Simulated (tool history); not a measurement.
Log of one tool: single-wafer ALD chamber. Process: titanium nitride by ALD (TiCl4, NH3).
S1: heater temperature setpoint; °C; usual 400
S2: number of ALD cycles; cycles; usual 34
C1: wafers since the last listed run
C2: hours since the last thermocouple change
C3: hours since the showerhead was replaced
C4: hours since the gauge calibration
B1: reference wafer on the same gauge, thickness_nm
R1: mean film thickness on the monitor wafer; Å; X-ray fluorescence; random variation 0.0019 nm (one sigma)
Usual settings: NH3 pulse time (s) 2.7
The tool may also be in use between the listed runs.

{"run": 1, "hour": 0.0, "S1": 388, "S2": 34, "NH3 pulse time (s)": 2.7, "C1": 0, "C2": 704.2, "C3": 6954.3, "C4": 110.4, "B1": 0.887, "R1": 7.42}
{"run": 2, "hour": 7.6, "S1": 388, "S2": 34, "NH3 pulse time (s)": 2.7, "C1": 28, "C2": 711.8, "C3": 6961.9, "C4": 118, "B1": 0.888, "R1": 7.43}
{"run": 3, "hour": 14.1, "S1": 388, "S2": 34, "NH3 pulse time (s)": 2.7, "C1": 24, "C2": 718.3, "C3": 6968.4, "C4": 124.5, "B1": 0.888, "R1": 7.44}
{"run": 4, "hour": 28.4, "S1": 400, "S2": 34, "NH3 pulse time (s)": 2.7, "C1": 53, "C2": 732.6, "C3": 6982.7, "C4": 138.8, "B1": 0.888, "R1": 7.49}
{"run": 5, "hour": 38.8, "S1": 400, "S2": 34, "NH3 pulse time (s)": 2.7, "C1": 38, "C2": 743, "C3": 6993.1, "C4": 149.2, "B1": 0.889, "R1": 7.5}
{"run": 6, "hour": 45.6, "S1": 400, "S2": 34, "NH3 pulse time (s)": 2.7, "C1": 25, "C2": 749.8, "C3": 6999.9, "C4": 156, "B1": 0.889, "R1": 7.46}
{"run": 7, "hour": 59.4, "S1": 400, "S2": 34, "NH3 pulse time (s)": 2.7, "C1": 51, "C2": 763.6, "C3": 7013.7, "C4": 169.8, "B1": 0.89, "R1": 7.5}
{"hour": 107.2, "done": "showerhead replaced"}
{"run": 8, "hour": 107.7, "S1": 400, "S2": 30, "NH3 pulse time (s)": 2.7, "C1": 150, "C2": 811.9, "C3": 0.5, "C4": 218.1, "B1": 0.892, "R1": 6.63}
{"run": 9, "hour": 115.3, "S1": 391, "S2": 34, "NH3 pulse time (s)": 2.7, "C1": 28, "C2": 819.5, "C3": 8.1, "C4": 225.7, "B1": 0.892, "R1": 7.5}
{"run": 10, "hour": 124.9, "S1": 391, "S2": 34, "NH3 pulse time (s)": 2.7, "C1": 35, "C2": 829.1, "C3": 17.7, "C4": 235.3, "B1": 0.893, "R1": 7.49}
{"run": 11, "hour": 139.0, "S1": 391, "S2": 34, "NH3 pulse time (s)": 2.7, "C1": 52, "C2": 843.2, "C3": 31.8, "C4": 249.4, "B1": 0.894, "R1": 7.5}
{"hour": 142.0, "done": "gauge calibrated"}
{"run": 12, "hour": 150.4, "S1": 400, "S2": 34, "NH3 pulse time (s)": 2.7, "C1": 42, "C2": 854.6, "C3": 43.2, "C4": 8.4, "B1": 0.885, "R1": 7.48}
{"run": 13, "hour": 157.4, "S1": 400, "S2": 34, "NH3 pulse time (s)": 2.7, "C1": 26, "C2": 861.6, "C3": 50.2, "C4": 15.4, "B1": 0.886, "R1": 7.49}
{"run": 14, "hour": 168.8, "S1": 400, "S2": 34, "NH3 pulse time (s)": 2.7, "C1": 42, "C2": 873, "C3": 61.6, "C4": 26.8, "B1": 0.885, "R1": 7.48}
{"run": 15, "hour": 183.7, "S1": 400, "S2": 34, "NH3 pulse time (s)": 2.7, "C1": 55, "C2": 887.9, "C3": 76.5, "C4": 41.7, "B1": 0.886, "R1": 7.49}
{"run": 16, "hour": 192.4, "S1": 400, "S2": 34, "NH3 pulse time (s)": 2.7, "C1": 32, "C2": 896.6, "C3": 85.2, "C4": 50.4, "B1": 0.886, "R1": 7.5}
{"run": 17, "hour": 203.8, "S1": 386, "S2": 28, "NH3 pulse time (s)": 2.22, "C1": 42, "C2": 908, "C3": 96.6, "C4": 61.8, "B1": 0.886, "R1": 6.05}
{"run": 18, "hour": 219.0, "S1": 400, "S2": 34, "NH3 pulse time (s)": 2.7, "C1": 56, "C2": 923.2, "C3": 111.8, "C4": 77, "B1": 0.886, "R1": 7.51}
{"run": 19, "hour": 235.2, "S1": 400, "S2": 34, "NH3 pulse time (s)": 2.7, "C1": 60, "C2": 939.4, "C3": 128, "C4": 93.2, "B1": 0.887, "R1": 7.49}
{"run": 20, "hour": 241.8, "S1": 405, "S2": 39, "NH3 pulse time (s)": 2.7, "C1": 24, "C2": 946, "C3": 134.6, "C4": 99.8, "B1": 0.886, "R1": 8.61}
{"run": 21, "hour": 253.5, "S1": 400, "S2": 36, "NH3 pulse time (s)": 2.7, "C1": 43, "C2": 957.7, "C3": 146.3, "C4": 111.5, "B1": 0.887, "R1": 7.91}
{"hour": 267.9, "done": "thermocouple changed; heater temperature recalibrated"}
{"run": 22, "hour": 268.4, "S1": 396, "S2": 38, "NH3 pulse time (s)": 3.24, "C1": 25, "C2": 0.5, "C3": 161.2, "C4": 126.4, "B1": 0.888, "R1": 8.37}
{"run": 23, "hour": 268.8, "S1": 400, "S2": 34, "NH3 pulse time (s)": 2.7, "C1": 1, "C2": 0.9, "C3": 161.6, "C4": 126.8, "B1": 0.888, "R1": 7.45}
{"run": 24, "hour": 274.6, "S1": 407, "S2": 38, "NH3 pulse time (s)": 2.06, "C1": 21, "C2": 6.7, "C3": 167.4, "C4": 132.6, "B1": 0.888, "R1": 8.31}
{"run": 25, "hour": 283.7, "S1": 409, "S2": 34, "NH3 pulse time (s)": 2.7, "C1": 33, "C2": 15.8, "C3": 176.5, "C4": 141.7, "B1": 0.888, "R1": 7.49}
{"run": 26, "hour": 297.5, "S1": 400, "S2": 34, "NH3 pulse time (s)": 2.19, "C1": 51, "C2": 29.6, "C3": 190.3, "C4": 155.5, "B1": 0.888, "R1": 7.46}
{"run": 27, "hour": 305.1, "S1": 400, "S2": 34, "NH3 pulse time (s)": 3.58, "C1": 28, "C2": 37.2, "C3": 197.9, "C4": 163.1, "B1": 0.888, "R1": 7.56}
{"run": 28, "hour": 319.0, "S1": 394, "S2": 29, "NH3 pulse time (s)": 2.7, "C1": 51, "C2": 51.1, "C3": 211.8, "C4": 177, "B1": 0.889, "R1": 6.37}
{"run": 29, "hour": 329.1, "S1": 400, "S2": 34, "NH3 pulse time (s)": 2.7, "C1": 37, "C2": 61.2, "C3": 221.9, "C4": 187.1, "B1": 0.89, "R1": 7.51}

Run 30 comes next. What will it give?
{"run": 30, "hour": 338.0, "S1": 412, "S2": 36, "NH3 pulse time (s)": 2.12, "C1": 33, "C2": 70.1, "C3": 230.8, "C4": 196, "B1": "?", "R1": "?"}

Run 30 gave B1 0.89, R1 7.91 Å.
Without the tool's hidden state the same run would have given R1 7.86 Å.
